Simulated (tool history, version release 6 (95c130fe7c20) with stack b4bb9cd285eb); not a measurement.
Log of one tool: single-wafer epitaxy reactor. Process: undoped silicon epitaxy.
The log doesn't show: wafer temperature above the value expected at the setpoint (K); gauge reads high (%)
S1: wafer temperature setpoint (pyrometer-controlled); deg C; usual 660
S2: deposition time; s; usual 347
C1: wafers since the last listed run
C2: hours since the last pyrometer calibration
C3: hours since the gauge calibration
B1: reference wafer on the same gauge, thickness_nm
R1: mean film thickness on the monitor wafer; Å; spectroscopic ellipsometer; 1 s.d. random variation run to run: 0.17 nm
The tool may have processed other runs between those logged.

run   hour   S1   S2   C1      C2     C3      B1      R1
  1      0  660  347    0  1892.2   35.9  70.428  636.03
  2   10.5  660  347   60  1902.7   46.4  70.386   633.1
  3   16.8  660  347   36    1909   52.7    70.4   635.1
  4   30.8  660  347   80    1923   66.7  70.404  632.44
  5   42.9  660  347   69  1935.1   78.8  70.448  630.38
  6   53.2  660  347   58  1945.4   89.1  70.402  631.65
  7   65.5  656  347   70  1957.7  101.4   70.43  583.53
  8   78.4  660  309   73  1970.6  114.3   70.42  558.84
  9   90.2  652  384   67  1982.4  126.1  70.394  595.57
 10   97.1  660  299   39  1989.3    133  70.384  540.86
      97.9  -- gauge calibrated
 11  104.7  669  312   43  1996.9    6.8  70.422  668.71
 12  112.8  660  279   46    2005   14.9  70.403   505.6
 13    123  667  388   58  2015.2   25.1  70.373  801.47
     142.2  -- pyrometer calibrated
 14  152.9  651  403  125    10.7     55  70.364  684.65
 15    171  660  347  103    28.8   73.1  70.448  705.96
 16  183.8  660  347   73    41.6   85.9  70.379  704.52
 17  191.1  660  347   41    48.9   93.2  70.371   701.7

Alternative continuations, all from the tool just after run 17; predict every row:
  A  191.6  674  347   2  49.4  93.7   ?   ?
  B  191.6  668  280   2  49.4  93.7   ?   ?
  C  191.6  654  347   2  49.4  93.7   ?   ?

run      B1      R1
  A  70.435  917.55
  B  70.435  661.35
  C  70.435  626.58
With the hidden condition removed and each run's random variation left untouched, the same runs would have given:
run      R1
  A  932.85
  B   672.5
  C  637.44
